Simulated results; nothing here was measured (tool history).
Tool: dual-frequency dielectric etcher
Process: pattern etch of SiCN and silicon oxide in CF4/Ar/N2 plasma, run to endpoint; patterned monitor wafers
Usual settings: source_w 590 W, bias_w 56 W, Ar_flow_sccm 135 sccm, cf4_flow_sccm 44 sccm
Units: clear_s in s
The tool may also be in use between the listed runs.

run	day	source_w	bias_w	Ar_flow_sccm	cf4_flow_sccm	incoming incoming film thickness, nm	clear_s
1	0	590	56	135	44	10.76	12
2	1.408	590	56	135	44	10.76	11.9
3	4.912	590	56	135	44	10.67	11.7
4	6.125	590	56	135	44	10.77	11.8
5	7.446	590	56	135	44	10.84	11.8
# day 7.892: CF4 flow controller replaced
6	8.004	590	56	135	44	10.85	11.7
# day 8.4: bias power generator calibrated
# day 8.779: source power generator calibrated
# day 9.154: wet clean of the chamber
7	9.175	590	56	135	44	10.81	12.2
8	10.129	590	56	135	44	10.79	12.1
9	11.179	590	56	135	44	10.78	12.2
# day 13.096: upper electrode replaced
10	13.117	590	56	135	44	10.79	12.1
# day 13.396: Ar flow controller replaced
11	13.417	450	66	126	44	10.8	14.7
12	14.429	680	68	164	44	10.7	9.7
13	15.625	630	56	151	44	10.81	11.4
14	16.179	590	56	135	44	10.86	12
15	16.888	690	56	135	44	10.79	10.3
16	18.262	590	56	135	44	10.79	11.9
17	19.404	720	56	144	50	10.72	9.5
18	20.312	590	56	151	44	10.7	11.9

Forecast each of these 5 alternatives for the next run:
A	20.329	590	56	135	52	10.85	?
B	20.329	590	45	135	41	10.85	?
C	20.329	590	56	126	44	10.85	?
D	20.329	490	67	135	51	10.85	?
E	20.329	540	69	135	44	10.85	?

run	clear_s
A	11.6
B	13.5
C	11.9
D	13
E	12
Without the tool's hidden state the same runs would have given:
run	clear_s
A	11.9
B	13.9
C	12.3
D	13.5
E	12.4
